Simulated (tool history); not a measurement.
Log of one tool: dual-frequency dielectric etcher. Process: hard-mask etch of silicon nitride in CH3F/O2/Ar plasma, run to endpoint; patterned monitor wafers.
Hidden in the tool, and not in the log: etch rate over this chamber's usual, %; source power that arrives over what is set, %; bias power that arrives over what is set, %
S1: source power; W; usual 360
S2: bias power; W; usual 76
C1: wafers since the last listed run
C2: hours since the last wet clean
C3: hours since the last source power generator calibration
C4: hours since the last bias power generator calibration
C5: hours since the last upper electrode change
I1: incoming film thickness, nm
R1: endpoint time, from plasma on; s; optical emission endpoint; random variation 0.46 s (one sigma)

run	hour	S1	S2	C1	C2	C3	C4	C5	I1	R1
1	0.0	360	76	0	46.7	1961.3	3800.9	3098.0	43.96	62.8
2	42.6	360	76	409	89.3	2003.9	3843.5	3140.6	43.91	63.0
3	87.1	360	76	428	133.8	2048.4	3888.0	3185.1	43.91	63.7
4	116.1	360	76	279	162.8	2077.4	3917.0	3214.1	44.61	63.9
5	146.2	340	61	289	192.9	2107.5	3947.1	3244.2	43.75	70.5
6	186.4	340	61	386	233.1	2147.7	3987.3	3284.4	43.54	70.7
7	248.0	340	61	592	294.7	2209.3	4048.9	3346.0	44.03	71.1
8	301.1	360	76	510	347.8	2262.4	4102.0	3399.1	44.26	65.1
# hour 329.1: source power generator calibrated
9	339.6	280	95	331	386.3	10.5	4140.5	3437.6	43.87	66.4
# hour 383.2: upper electrode replaced
# hour 390.8: wet clean of the chamber
10	403.7	360	76	312	12.9	74.6	4204.6	20.5	44.16	59.0
11	454.1	400	68	484	63.3	125.0	4255.0	70.9	44.09	59.5
# hour 485.7: wet clean of the chamber, repeated, since the last time left the tool worse
12	509.7	360	76	304	24.0	180.6	4310.6	126.5	43.49	64.0
# hour 550.5: bias power generator calibrated
13	565.3	320	88	496	79.6	236.2	14.8	182.1	43.83	63.7
14	625.4	310	76	578	139.7	296.3	74.9	242.2	43.49	68.4
15	697.0	430	61	688	211.3	367.9	146.5	313.8	43.66	64.8

Forecast each of these 4 alternatives for the next run:
A	697.4	360	76	3	211.7	368.3	146.9	314.2	44.22	?
B	697.4	300	76	3	211.7	368.3	146.9	314.2	44.22	?
C	697.4	430	71	3	211.7	368.3	146.9	314.2	44.22	?
D	697.4	360	90	3	211.7	368.3	146.9	314.2	44.22	?

run	R1
A	65.6
B	70.5
C	62.6
D	61.6
Without the tool's hidden state the same runs would have given:
run	R1
A	63.9
B	68.7
C	61.0
D	60.1
